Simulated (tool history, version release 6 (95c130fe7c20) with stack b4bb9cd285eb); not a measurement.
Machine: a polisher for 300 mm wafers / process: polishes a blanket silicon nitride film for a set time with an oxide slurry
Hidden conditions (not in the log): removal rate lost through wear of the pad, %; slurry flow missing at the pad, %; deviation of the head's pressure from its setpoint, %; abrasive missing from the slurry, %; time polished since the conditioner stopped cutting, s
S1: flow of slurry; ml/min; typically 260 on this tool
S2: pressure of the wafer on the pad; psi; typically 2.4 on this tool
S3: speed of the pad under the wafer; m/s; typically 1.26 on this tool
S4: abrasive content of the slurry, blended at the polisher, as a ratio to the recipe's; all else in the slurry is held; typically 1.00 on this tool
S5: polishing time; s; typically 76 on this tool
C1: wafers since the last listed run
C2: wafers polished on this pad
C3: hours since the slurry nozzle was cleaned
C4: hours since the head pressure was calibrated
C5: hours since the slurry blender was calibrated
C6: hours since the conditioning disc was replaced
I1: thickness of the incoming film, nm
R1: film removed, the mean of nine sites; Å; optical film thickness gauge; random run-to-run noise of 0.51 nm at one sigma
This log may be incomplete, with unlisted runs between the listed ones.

{"run": 1, "day": 0.0, "S1": 260, "S2": 2.4, "S3": 1.26, "S4": 1.0, "S5": 76, "C1": 0, "C2": 2206, "C3": 55.8, "C4": 742.0, "C5": 271.7, "C6": 391.2, "I1": 490.3, "R1": 403}
{"run": 2, "day": 0.838, "S1": 260, "S2": 2.4, "S3": 1.26, "S4": 1.0, "S5": 76, "C1": 213, "C2": 2419, "C3": 75.9, "C4": 762.1, "C5": 291.8, "C6": 411.3, "I1": 486.1, "R1": 390}
{"run": 3, "day": 2.179, "S1": 260, "S2": 2.4, "S3": 1.26, "S4": 1.0, "S5": 76, "C1": 342, "C2": 2762, "C3": 108.1, "C4": 794.3, "C5": 324.0, "C6": 443.5, "I1": 490.1, "R1": 395}
{"day": 2.462, "done": "worn pad replaced by a new one"}
{"run": 4, "day": 3.204, "S1": 260, "S2": 1.9, "S3": 1.26, "S4": 1.0, "S5": 76, "C1": 218, "C2": 189, "C3": 132.7, "C4": 818.9, "C5": 348.6, "C6": 468.1, "I1": 495.4, "R1": 329}
{"day": 3.358, "done": "conditioning disc replaced and pad reconditioned"}
{"day": 3.721, "done": "slurry blender recalibrated"}
{"run": 5, "day": 4.088, "S1": 260, "S2": 1.8, "S3": 1.26, "S4": 1.0, "S5": 76, "C1": 182, "C2": 372, "C3": 153.9, "C4": 840.1, "C5": 8.8, "C6": 17.5, "I1": 490.1, "R1": 316}
{"run": 6, "day": 4.854, "S1": 260, "S2": 2.4, "S3": 1.58, "S4": 1.15, "S5": 76, "C1": 195, "C2": 567, "C3": 172.3, "C4": 858.5, "C5": 27.2, "C6": 35.9, "I1": 499.5, "R1": 538}
{"run": 7, "day": 5.983, "S1": 260, "S2": 2.4, "S3": 1.26, "S4": 1.0, "S5": 76, "C1": 288, "C2": 855, "C3": 199.4, "C4": 885.6, "C5": 54.3, "C6": 63.0, "I1": 486.8, "R1": 407}
{"run": 8, "day": 6.538, "S1": 300, "S2": 1.8, "S3": 1.26, "S4": 0.7, "S5": 60, "C1": 141, "C2": 997, "C3": 212.7, "C4": 898.9, "C5": 67.6, "C6": 76.3, "I1": 500.1, "R1": 178}
{"run": 9, "day": 7.312, "S1": 260, "S2": 2.8, "S3": 1.26, "S4": 0.85, "S5": 76, "C1": 197, "C2": 1194, "C3": 231.3, "C4": 917.5, "C5": 86.2, "C6": 94.9, "I1": 485.0, "R1": 419}
{"run": 10, "day": 8.429, "S1": 290, "S2": 2.4, "S3": 1.6, "S4": 1.15, "S5": 66, "C1": 284, "C2": 1479, "C3": 258.1, "C4": 944.3, "C5": 113.0, "C6": 121.7, "I1": 492.9, "R1": 460}
{"run": 11, "day": 9.004, "S1": 260, "S2": 1.6, "S3": 1.26, "S4": 1.0, "S5": 102, "C1": 146, "C2": 1626, "C3": 271.9, "C4": 958.1, "C5": 126.8, "C6": 135.5, "I1": 493.3, "R1": 355}
{"day": 9.829, "done": "head pressure recalibrated"}
{"day": 10.029, "done": "slurry nozzle cleaned"}
{"run": 12, "day": 10.388, "S1": 310, "S2": 2.4, "S3": 1.26, "S4": 1.0, "S5": 76, "C1": 321, "C2": 1947, "C3": 8.6, "C4": 13.4, "C5": 160.0, "C6": 168.7, "I1": 486.9, "R1": 421}
{"run": 13, "day": 10.95, "S1": 325, "S2": 1.8, "S3": 1.26, "S4": 1.0, "S5": 65, "C1": 143, "C2": 2090, "C3": 22.1, "C4": 26.9, "C5": 173.5, "C6": 182.2, "I1": 490.1, "R1": 276}
{"day": 11.558, "done": "worn pad replaced by a new one"}
{"run": 14, "day": 11.858, "S1": 260, "S2": 3.0, "S3": 1.44, "S4": 1.0, "S5": 57, "C1": 189, "C2": 76, "C3": 43.9, "C4": 48.7, "C5": 195.3, "C6": 204.0, "I1": 485.1, "R1": 434}
{"run": 15, "day": 12.65, "S1": 260, "S2": 2.6, "S3": 1.38, "S4": 1.25, "S5": 54, "C1": 201, "C2": 278, "C3": 62.9, "C4": 67.7, "C5": 214.3, "C6": 223.0, "I1": 483.3, "R1": 399}
{"run": 16, "day": 13.488, "S1": 260, "S2": 1.6, "S3": 0.94, "S4": 1.0, "S5": 76, "C1": 213, "C2": 491, "C3": 83.0, "C4": 87.8, "C5": 234.4, "C6": 243.1, "I1": 489.7, "R1": 226}
{"run": 17, "day": 14.438, "S1": 260, "S2": 2.4, "S3": 1.26, "S4": 1.0, "S5": 76, "C1": 242, "C2": 734, "C3": 105.8, "C4": 110.6, "C5": 257.2, "C6": 265.9, "I1": 482.3, "R1": 416}
{"run": 18, "day": 15.192, "S1": 260, "S2": 1.7, "S3": 1.26, "S4": 0.8, "S5": 66, "C1": 192, "C2": 926, "C3": 123.9, "C4": 128.7, "C5": 275.3, "C6": 284.0, "I1": 499.0, "R1": 207}
{"run": 19, "day": 15.75, "S1": 260, "S2": 2.4, "S3": 1.26, "S4": 1.1, "S5": 69, "C1": 142, "C2": 1068, "C3": 137.3, "C4": 142.1, "C5": 288.7, "C6": 297.4, "I1": 494.8, "R1": 399}
{"run": 20, "day": 16.488, "S1": 260, "S2": 2.4, "S3": 1.26, "S4": 1.0, "S5": 76, "C1": 188, "C2": 1257, "C3": 155.0, "C4": 159.8, "C5": 306.4, "C6": 315.1, "I1": 491.3, "R1": 410}
{"day": 16.654, "done": "slurry blender recalibrated"}
{"run": 21, "day": 17.083, "S1": 260, "S2": 2.4, "S3": 1.58, "S4": 1.0, "S5": 76, "C1": 130, "C2": 1387, "C3": 169.3, "C4": 174.1, "C5": 10.3, "C6": 329.4, "I1": 490.2, "R1": 476}
{"day": 19.712, "done": "conditioning disc replaced and pad reconditioned"}
{"run": 22, "day": 20.096, "S1": 260, "S2": 2.4, "S3": 1.26, "S4": 1.0, "S5": 76, "C1": 747, "C2": 2135, "C3": 241.6, "C4": 246.4, "C5": 82.6, "C6": 9.2, "I1": 497.0, "R1": 387}
{"day": 21.25, "done": "worn pad replaced by a new one"}
{"run": 23, "day": 21.4, "S1": 260, "S2": 2.4, "S3": 1.26, "S4": 1.0, "S5": 76, "C1": 290, "C2": 37, "C3": 272.9, "C4": 277.7, "C5": 113.9, "C6": 40.5, "I1": 492.3, "R1": 408}
{"day": 22.675, "done": "slurry nozzle cleaned"}
{"run": 24, "day": 22.729, "S1": 325, "S2": 2.8, "S3": 1.26, "S4": 1.0, "S5": 76, "C1": 328, "C2": 366, "C3": 1.3, "C4": 309.6, "C5": 145.8, "C6": 72.4, "I1": 496.2, "R1": 519}
{"run": 25, "day": 23.408, "S1": 260, "S2": 1.8, "S3": 1.5, "S4": 1.0, "S5": 76, "C1": 173, "C2": 539, "C3": 17.6, "C4": 325.9, "C5": 162.1, "C6": 88.7, "I1": 496.2, "R1": 356}

What if the next run were any one of these 5? Each begins from the tool's condition after run 25:
{"run": "A", "day": 23.425, "S1": 260, "S2": 2.4, "S3": 1.26, "S4": 1.0, "S5": 76, "C1": 4, "C2": 543, "C3": 18.0, "C4": 326.3, "C5": 162.5, "C6": 89.1, "I1": 492.3, "R1": "?"}
{"run": "B", "day": 23.425, "S1": 320, "S2": 2.0, "S3": 0.98, "S4": 0.75, "S5": 76, "C1": 4, "C2": 543, "C3": 18.0, "C4": 326.3, "C5": 162.5, "C6": 89.1, "I1": 492.3, "R1": "?"}
{"run": "C", "day": 23.425, "S1": 260, "S2": 2.0, "S3": 1.12, "S4": 1.0, "S5": 76, "C1": 4, "C2": 543, "C3": 18.0, "C4": 326.3, "C5": 162.5, "C6": 89.1, "I1": 492.3, "R1": "?"}
{"run": "D", "day": 23.425, "S1": 310, "S2": 2.4, "S3": 1.14, "S4": 0.8, "S5": 59, "C1": 4, "C2": 543, "C3": 18.0, "C4": 326.3, "C5": 162.5, "C6": 89.1, "I1": 492.3, "R1": "?"}
{"run": "E", "day": 23.425, "S1": 195, "S2": 2.4, "S3": 1.26, "S4": 1.0, "S5": 76, "C1": 4, "C2": 543, "C3": 18.0, "C4": 326.3, "C5": 162.5, "C6": 89.1, "I1": 492.3, "R1": "?"}

run=A R1=428
run=B R1=240
run=C R1=329
run=D R1=264
run=E R1=414
The same runs, with their run-to-run variation unchanged, on a tool lacking any hidden condition would have given:
run=A R1=434
run=B R1=243
run=C R1=334
run=D R1=267
run=E R1=421

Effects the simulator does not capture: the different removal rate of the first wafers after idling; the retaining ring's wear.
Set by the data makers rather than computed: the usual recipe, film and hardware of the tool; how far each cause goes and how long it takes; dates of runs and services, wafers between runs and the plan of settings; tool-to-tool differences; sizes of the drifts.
